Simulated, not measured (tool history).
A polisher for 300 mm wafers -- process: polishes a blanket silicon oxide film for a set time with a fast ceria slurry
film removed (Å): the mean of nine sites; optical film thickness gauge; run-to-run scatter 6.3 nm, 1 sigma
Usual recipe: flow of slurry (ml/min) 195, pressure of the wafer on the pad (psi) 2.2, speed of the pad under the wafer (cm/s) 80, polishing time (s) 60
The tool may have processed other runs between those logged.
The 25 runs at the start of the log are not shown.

run    hour  flow of slurry (ml/min)  pressure of the wafer on the pad (psi)  speed of the pad under the wafer (cm/s)  polishing time (s)  incoming thickness of the incoming film, nm  film removed (Å)
     2053.1  -- slurry nozzle cleaned
 26  2053.6                      195                                     2.2                                       68                  60                                         2019              4655
 27  2142.3                      195                                     2.2                                       66                  60                                       2023.1              4549
     2176.8  -- worn pad replaced by a new one
     2190.6  -- head pressure recalibrated
 28  2216.1                      195                                     2.2                                       52                  46                                       1998.7              3000
 29  2277.8                      195                                     2.6                                       60                  53                                       1970.5              4284
 30  2354.3                      195                                     2.8                                       80                  60                                       1986.2              6788
 31  2461.3                      195                                     2.2                                       80                  60                                       1997.7              5623
 32  2550.8                      195                                     2.2                                       80                  55                                       1964.4              5190
 33  2599.8                      165                                     2.2                                       80                  60                                         2005              5301
     2621.3  -- slurry nozzle cleaned
 34  2639.6                      195                                     2.2                                       80                  49                                       2014.7              4434

Here are 3 independent what-if runs from the current tool condition. What would each one return?
  A  2640                      195                                     2.2                                       80                  60                                       1993.2                 ?
  B  2640                      195                                     1.7                                       54                  60                                       1993.2                 ?
  C  2640                      195                                     1.4                                       80                  60                                       1993.2                 ?

run  film removed (Å)
  A              5408
  B              3166
  C              4259
With no hidden state in the tool, these same runs would have given:
run  film removed (Å)
  A              6097
  B              3569
  C              4802
